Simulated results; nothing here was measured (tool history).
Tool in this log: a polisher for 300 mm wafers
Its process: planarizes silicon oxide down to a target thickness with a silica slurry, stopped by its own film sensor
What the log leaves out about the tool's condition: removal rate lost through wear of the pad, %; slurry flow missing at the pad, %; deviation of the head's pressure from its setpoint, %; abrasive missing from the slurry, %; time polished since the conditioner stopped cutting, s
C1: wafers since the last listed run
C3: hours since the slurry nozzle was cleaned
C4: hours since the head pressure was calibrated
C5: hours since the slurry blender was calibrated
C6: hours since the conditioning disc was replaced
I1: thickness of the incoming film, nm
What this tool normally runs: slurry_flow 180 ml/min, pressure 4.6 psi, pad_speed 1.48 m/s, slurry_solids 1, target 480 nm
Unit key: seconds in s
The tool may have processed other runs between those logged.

Run 1, hour 0: usual settings but pressure 5.6 psi; C1 0; wafers polished on this pad 4525; C3 131.7; C4 340.6; C5 464.5; C6 462.5; I1 854.9. Result: seconds 87.4 s.
At hour 31.8: conditioning disc replaced and pad reconditioned.
At hour 44.4: slurry blender recalibrated.
Run 2, hour 44.9: usual settings but pressure 5.6 psi; C1 505; wafers polished on this pad 5030; C3 176.6; C4 385.5; C5 0.5; C6 13.1; I1 859.2. Result: seconds 81 s.
Run 3, hour 107.5: usual settings but pressure 3.9 psi, pad_speed 1.3 m/s; C1 773; wafers polished on this pad 5804; C3 239.2; C4 448.1; C5 63.1; C6 75.7; I1 867.5. Result: seconds 137.3 s.
At hour 197.4: head pressure recalibrated.
Run 4, hour 197.9: usual settings; C1 1091; wafers polished on this pad 6895; C3 329.6; C4 0.5; C5 153.5; C6 166.1; I1 861. Result: seconds 94.3 s.
Run 5, hour 244.3: usual settings; C1 573; wafers polished on this pad 7468; C3 376; C4 46.9; C5 199.9; C6 212.5; I1 878.2. Result: seconds 103.7 s.
At hour 248.7: worn pad replaced by a new one.
Run 6, hour 462.7: usual settings; C1 2647; wafers polished on this pad 2642; C3 594.4; C4 265.3; C5 418.3; C6 430.9; I1 869.7. Result: seconds 108.8 s.
At hour 484.3: slurry nozzle cleaned.
At hour 528.5: conditioning disc replaced and pad reconditioned.
Run 7, hour 568.4: usual settings but slurry_flow 115 ml/min, pressure 5.5 psi; C1 1268; wafers polished on this pad 3910; C3 84.1; C4 371; C5 524; C6 39.9; I1 851.5. Result: seconds 93.5 s.
At hour 626.1: slurry blender recalibrated.
Run 8, hour 646: usual settings; C1 933; wafers polished on this pad 4844; C3 161.7; C4 448.6; C5 19.9; C6 117.5; I1 859.5. Result: seconds 106 s.
Run 9, hour 699.7: usual settings but pad_speed 1.78 m/s, slurry_solids 1.15; C1 663; wafers polished on this pad 5507; C3 215.4; C4 502.3; C5 73.6; C6 171.2; I1 850.1. Result: seconds 86.6 s.
At hour 753.8: head pressure recalibrated.
Run 10, hour 797.3: usual settings but pressure 5.7 psi; C1 1180; wafers polished on this pad 6688; C3 313; C4 43.5; C5 171.2; C6 268.8; I1 863.9. Result: seconds 81.6 s.
At hour 845.8: worn pad replaced by a new one.
Run 11, hour 846.3: usual settings but slurry_solids 0.9, target 551 nm; C1 555; wafers polished on this pad 6; C3 362; C4 92.5; C5 220.2; C6 317.8; I1 861. Result: seconds 84 s.
Run 12, hour 883.8: usual settings but pressure 3 psi, target 368 nm; C1 463; wafers polished on this pad 469; C3 399.5; C4 130; C5 257.7; C6 355.3; I1 850.7. Result: seconds 190 s.
Run 13, hour 967.2: usual settings; C1 1029; wafers polished on this pad 1499; C3 482.9; C4 213.4; C5 341.1; C6 438.7; I1 855.6. Result: seconds 102.1 s.
Run 14, hour 1019.1: usual settings but slurry_solids 1.25, target 599 nm; C1 640; wafers polished on this pad 2140; C3 534.8; C4 265.3; C5 393; C6 490.6; I1 876.3. Result: seconds 69 s.
At hour 1041.1: conditioning disc replaced and pad reconditioned.
Run 15, hour 1090: usual settings but target 386 nm; C1 850; wafers polished on this pad 2991; C3 605.7; C4 336.2; C5 463.9; C6 48.9; I1 842.7. Result: seconds 119.3 s.
At hour 1095.6: slurry blender recalibrated.
At hour 1130.5: slurry nozzle cleaned.
Run 16, hour 1184.8: usual settings; C1 1133; wafers polished on this pad 4125; C3 54.3; C4 431; C5 89.2; C6 143.7; I1 859.3. Result: seconds 100.5 s.
Run 17, hour 1229.4: usual settings but target 418 nm; C1 550; wafers polished on this pad 4675; C3 98.9; C4 475.6; C5 133.8; C6 188.3; I1 857.3. Result: seconds 118.4 s.
Run 18, hour 1333.8: usual settings; C1 1289; wafers polished on this pad 5965; C3 203.3; C4 580; C5 238.2; C6 292.7; I1 867.6. Result: seconds 113.3 s.
At hour 1346.9: worn pad replaced by a new one.
At hour 1351.1: head pressure recalibrated.
Run 19, hour 1403.7: usual settings but slurry_flow 125 ml/min, pad_speed 1.24 m/s; C1 789; wafers polished on this pad 676; C3 273.2; C4 52.6; C5 308.1; C6 362.6; I1 863.5. Result: seconds 123.6 s.
Run 20, hour 1476.8: usual settings but pressure 3.5 psi, pad_speed 1.14 m/s; C1 902; wafers polished on this pad 1579; C3 346.3; C4 125.7; C5 381.2; C6 435.7; I1 868.5. Result: seconds 163.2 s.
Run 21, hour 1553.5: usual settings; C1 947; wafers polished on this pad 2526; C3 423; C4 202.4; C5 457.9; C6 512.4; I1 865.6. Result: seconds 106.2 s.
At hour 1568.7: conditioning disc replaced and pad reconditioned.
Run 22, hour 1646: usual settings but target 535 nm; C1 1117; wafers polished on this pad 3644; C3 515.5; C4 294.9; C5 550.4; C6 77.3; I1 858.8. Result: seconds 85.2 s.
At hour 1721.5: slurry blender recalibrated.
Run 23, hour 1744.9: usual settings; C1 1196; wafers polished on this pad 4840; C3 614.4; C4 393.8; C5 23.4; C6 176.2; I1 864.7. Result: seconds 106.1 s.
Run 24, hour 1794.1: usual settings but pressure 5.4 psi, pad_speed 1.82 m/s, slurry_solids 0.9, target 393 nm; C1 607; wafers polished on this pad 5448; C3 663.6; C4 443; C5 72.6; C6 225.4; I1 867.5. Result: seconds 102.1 s.
At hour 1840.5: slurry nozzle cleaned.
Run 25, hour 1895.4: usual settings; C1 1238; wafers polished on this pad 6687; C3 54.9; C4 544.3; C5 173.9; C6 326.7; I1 866.5. Result: seconds 111.3 s.
At hour 1914.2: head pressure recalibrated.
At hour 1953.5: worn pad replaced by a new one.
Run 26, hour 1970.6: usual settings; C1 854; wafers polished on this pad 211; C3 130.1; C4 56.4; C5 249.1; C6 401.9; I1 858. Result: seconds 99.5 s.

What if the next run were any one of these 3? Each begins from the tool's condition after run 26:
Run A, hour 1971.1: usual settings; C1 6; wafers polished on this pad 217; C3 130.6; C4 56.9; C5 249.6; C6 402.4; I1 860.6. Result: seconds ?.
Run B, hour 1971.1: usual settings but slurry_flow 235 ml/min, pressure 3.8 psi, slurry_solids 0.9, target 521 nm; C1 6; wafers polished on this pad 217; C3 130.6; C4 56.9; C5 249.6; C6 402.4; I1 860.6. Result: seconds ?.
Run C, hour 1971.1: usual settings but pressure 5.5 psi; C1 6; wafers polished on this pad 217; C3 130.6; C4 56.9; C5 249.6; C6 402.4; I1 860.6. Result: seconds ?.

run  seconds
  A     99.4
  B      109
  C       84
Stripped of hidden state, with their random variation kept, the same runs would have yielded:
run  seconds
  A     91.8
  B    101.8
  C     76.8
